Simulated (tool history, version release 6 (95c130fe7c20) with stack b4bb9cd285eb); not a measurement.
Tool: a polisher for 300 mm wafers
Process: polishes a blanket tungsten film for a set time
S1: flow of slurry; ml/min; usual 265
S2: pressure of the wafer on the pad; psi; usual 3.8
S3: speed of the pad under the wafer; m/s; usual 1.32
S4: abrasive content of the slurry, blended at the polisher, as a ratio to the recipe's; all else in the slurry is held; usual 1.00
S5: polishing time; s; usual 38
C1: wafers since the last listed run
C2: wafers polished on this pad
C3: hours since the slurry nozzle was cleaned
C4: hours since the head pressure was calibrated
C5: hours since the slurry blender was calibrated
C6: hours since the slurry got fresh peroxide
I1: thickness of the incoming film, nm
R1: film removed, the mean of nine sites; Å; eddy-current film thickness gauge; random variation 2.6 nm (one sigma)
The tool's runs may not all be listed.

run    hour   S1   S2    S3    S4  S5    C1    C2     C3     C4     C5     C6     I1    R1
  1     0.0  265  3.8  0.98  1.00  38     0  3184  462.9  224.4  313.9  289.7  672.1  2260
  2    60.1  265  3.8  0.98  1.00  38   894  4078  523.0  284.5  374.0  349.8  683.6  2214
  3   165.8  265  4.5  1.32  1.00  38  1572  5651  628.7  390.2  479.7  455.5  679.3  3089
      226.5  -- slurry tank refilled with fresh slurry and peroxide
      229.1  -- worn pad replaced by a new one
      230.7  -- slurry blender recalibrated
  4   256.3  265  4.5  1.32  1.00  38  1268   380  719.2  480.7   25.6   29.8  695.0  3161
      270.9  -- head pressure recalibrated
      341.5  -- slurry nozzle cleaned
  5   359.2  265  4.5  1.32  1.00  38  1486  1866   17.7   88.3  128.5  132.7  672.9  2939
  6   432.3  265  3.5  1.32  0.80  38  1087  2954   90.8  161.4  201.6  205.8  670.3  2397
  7   507.2  265  3.5  1.32  0.80  38  1114  4068  165.7  236.3  276.5  280.7  680.9  2426
  8   584.5  265  3.8  1.32  1.00  38  1150  5218  243.0  313.6  353.8  358.0  678.5  2671
      676.6  -- worn pad replaced by a new one
      697.9  -- slurry blender recalibrated
      712.6  -- head pressure recalibrated
  9   769.6  265  4.6  1.72  0.90  28  2634  1324  428.1   57.0   71.7  543.1  676.4  2507
      798.8  -- slurry tank refilled with fresh slurry and peroxide
 10   861.2  265  3.8  1.32  1.00  38  1347  2672  519.7  148.6  163.3   62.4  682.3  2522
 11   905.8  265  3.8  1.32  1.00  38   663  3335  564.3  193.2  207.9  107.0  683.2  2558
 12   955.4  265  4.8  1.62  0.70  38   737  4073  613.9  242.8  257.5  156.6  670.1  3268
      964.5  -- slurry nozzle cleaned
 13  1058.5  180  3.8  1.18  1.00  43  1519  5592   94.0  345.9  360.6  259.7  679.9  2788
 14  1122.9  360  2.9  1.46  1.00  38   958  6550  158.4  410.3  425.0  324.1  671.6  2336
 15  1191.4  265  3.8  1.00  1.00  38  1019  7569  226.9  478.8  493.5  392.6  679.6  2346
     1197.5  -- head pressure recalibrated
     1230.2  -- slurry blender recalibrated
     1245.4  -- worn pad replaced by a new one
     1257.8  -- slurry tank refilled with fresh slurry and peroxide
 16  1289.3  210  3.8  1.18  1.10  38  1322   638  324.8   91.8   59.1   31.5  672.8  2434
 17  1332.4  265  3.8  1.32  1.00  38   641  1279  367.9  134.9  102.2   74.6  684.4  2591
 18  1377.2  265  3.8  1.32  1.00  38   666  1945  412.7  179.7  147.0  119.4  692.3  2592
 19  1428.4  265  4.2  1.32  1.00  38   761  2707  463.9  230.9  198.2  170.6  672.0  2742
 20  1526.4  265  3.8  1.20  1.00  41  1458  4165  561.9  328.9  296.2  268.6  677.7  2770
 21  1571.9  265  3.8  1.32  1.00  38   676  4842  607.4  374.4  341.7  314.1  669.6  2669
 22  1618.5  295  3.8  1.58  1.00  38   693  5536  654.0  421.0  388.3  360.7  669.1  3015
     1668.7  -- slurry nozzle cleaned
     1671.8  -- head pressure recalibrated
 23  1708.9  265  3.8  1.32  1.00  43  1300  6836   40.2   37.1  478.7  451.1  677.0  3030
     1741.3  -- slurry tank refilled with fresh slurry and peroxide
     1748.8  -- worn pad replaced by a new one
 24  1756.7  265  3.8  0.94  1.20  38   636   117   88.0   84.9  526.5   15.4  677.1  2292
     1805.8  -- slurry blender recalibrated
 25  1825.5  330  3.8  1.32  0.75  46   993  1111  156.8  153.7   19.7   84.2  671.2  3037

How the hidden state differs across the entries between the runs, from the last listed run before each to the first after it:
Between runs 3 and 4: slurry tank refilled with fresh slurry and peroxide (hour 226.5); worn pad replaced by a new one (hour 229.1); slurry blender recalibrated (hour 230.7)
  deviation of the head's pressure from its setpoint, %: 5.75 -> 9.27
  measured less the result without the state, R1: +130 -> +208 Å
Between runs 4 and 5: head pressure recalibrated (hour 270.9); slurry nozzle cleaned (hour 341.5)
  deviation of the head's pressure from its setpoint, %: 9.27 -> 1.68
  measured less the result without the state, R1: +208 -> +37 Å
Between runs 8 and 9: worn pad replaced by a new one (hour 676.6); slurry blender recalibrated (hour 697.9); head pressure recalibrated (hour 712.6)
  deviation of the head's pressure from its setpoint, %: 5.72 -> -3.68
  measured less the result without the state, R1: +112 -> -72 Å
Between runs 9 and 10: slurry tank refilled with fresh slurry and peroxide (hour 798.8)
  deviation of the head's pressure from its setpoint, %: -3.68 -> -2.84
  measured less the result without the state, R1: -72 -> -56 Å
Between runs 12 and 13: slurry nozzle cleaned (hour 964.5)
  deviation of the head's pressure from its setpoint, %: -1.2 -> 1.52
  measured less the result without the state, R1: -30 -> +32 Å
Between runs 15 and 16: head pressure recalibrated (hour 1197.5); slurry blender recalibrated (hour 1230.2); worn pad replaced by a new one (hour 1245.4); slurry tank refilled with fresh slurry and peroxide (hour 1257.8)
  deviation of the head's pressure from its setpoint, %: 6.41 -> -1.8
  measured less the result without the state, R1: +110 -> -34 Å
Between runs 22 and 23: slurry nozzle cleaned (hour 1668.7); head pressure recalibrated (hour 1671.8)
  deviation of the head's pressure from its setpoint, %: 5.75 -> 1.38
  measured less the result without the state, R1: +127 -> +32 Å
Between runs 23 and 24: slurry tank refilled with fresh slurry and peroxide (hour 1741.3); worn pad replaced by a new one (hour 1748.8)
  deviation of the head's pressure from its setpoint, %: 1.38 -> 1.64
  measured less the result without the state, R1: +32 -> +29 Å
Between runs 24 and 25: slurry blender recalibrated (hour 1805.8)
  deviation of the head's pressure from its setpoint, %: 1.64 -> 2.38
  measured less the result without the state, R1: +29 -> +54 Å

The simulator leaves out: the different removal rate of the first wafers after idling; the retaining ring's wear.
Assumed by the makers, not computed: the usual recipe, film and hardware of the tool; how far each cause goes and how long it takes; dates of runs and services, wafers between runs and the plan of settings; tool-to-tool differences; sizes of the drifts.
